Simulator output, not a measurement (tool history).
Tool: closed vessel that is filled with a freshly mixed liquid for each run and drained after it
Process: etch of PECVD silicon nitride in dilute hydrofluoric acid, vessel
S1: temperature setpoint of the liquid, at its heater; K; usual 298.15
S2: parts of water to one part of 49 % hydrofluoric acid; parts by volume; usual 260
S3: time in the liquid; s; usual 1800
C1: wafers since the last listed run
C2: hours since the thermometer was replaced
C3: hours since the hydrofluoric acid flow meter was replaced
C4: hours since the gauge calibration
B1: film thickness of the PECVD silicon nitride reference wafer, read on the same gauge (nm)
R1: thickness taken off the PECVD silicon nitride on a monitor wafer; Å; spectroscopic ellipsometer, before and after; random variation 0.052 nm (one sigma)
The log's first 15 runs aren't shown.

run	day	S1	S2	S3	C1	C2	C3	C4	B1	R1
16	63.229	302.15	360	765	2524	1586.2	371.6	3599.5	118.41	65
17	64.971	298.15	260	1800	1116	1628	413.4	3641.3	118.42	168.2
18	69.208	298.15	215	1800	2716	1729.7	515.1	3743	118.33	201.7
19	71.467	298.15	260	1800	1447	1783.9	569.3	3797.2	118.28	167.8
20	73.475	298.15	180	1800	1287	1832.1	617.5	3845.4	118.23	241.8
21	75.108	298.15	180	790	1047	1871.3	656.7	3884.6	118.21	106.6
# day 81.738: gauge calibrated
22	82.558	302.15	180	1200	4776	2050.1	835.5	19.7	120.34	209.6
23	84.429	298.15	260	1800	1199	2095	880.4	64.6	120.33	171.3
# day 90.158: hydrofluoric acid flow meter replaced
# day 93.088: thermometer replaced
24	97.05	295.65	185	1440	8038	95.1	165.4	367.5	120.3	163
25	100.675	295.15	350	2550	2324	182.1	252.4	454.5	120.28	150.1
26	102.971	296.65	390	1800	1472	237.2	307.5	509.6	120.24	104.3
27	106.838	301.15	200	845	2479	330	400.3	602.4	120.22	125
28	110.429	300.65	295	2265	2302	416.2	486.5	688.6	120.25	219.6
29	113.542	294.15	260	825	1995	490.9	561.2	763.3	120.24	60.7
30	116.583	298.15	260	1800	1950	563.9	634.2	836.3	120.2	171
31	119.708	298.15	260	1450	2003	638.9	709.2	911.3	120.17	137.7
32	124.104	298.15	260	1800	2818	744.4	814.7	1016.8	120.18	171
33	126.571	298.15	140	880	1581	803.6	873.9	1076	120.13	154.9

3 ways to go on from here, each from the tool as it stands after run 33. What would each give?
A	126.621	298.15	260	1800	32	804.8	875.1	1077.2	?	?
B	126.621	294.65	160	2115	32	804.8	875.1	1077.2	?	?
C	126.621	300.15	215	2715	32	804.8	875.1	1077.2	?	?

run	B1	R1
A	120.18	170.7
B	120.18	259.3
C	120.18	352
Without the tool's hidden state the same runs would have given:
run	R1
A	170.5
B	259
C	351.6
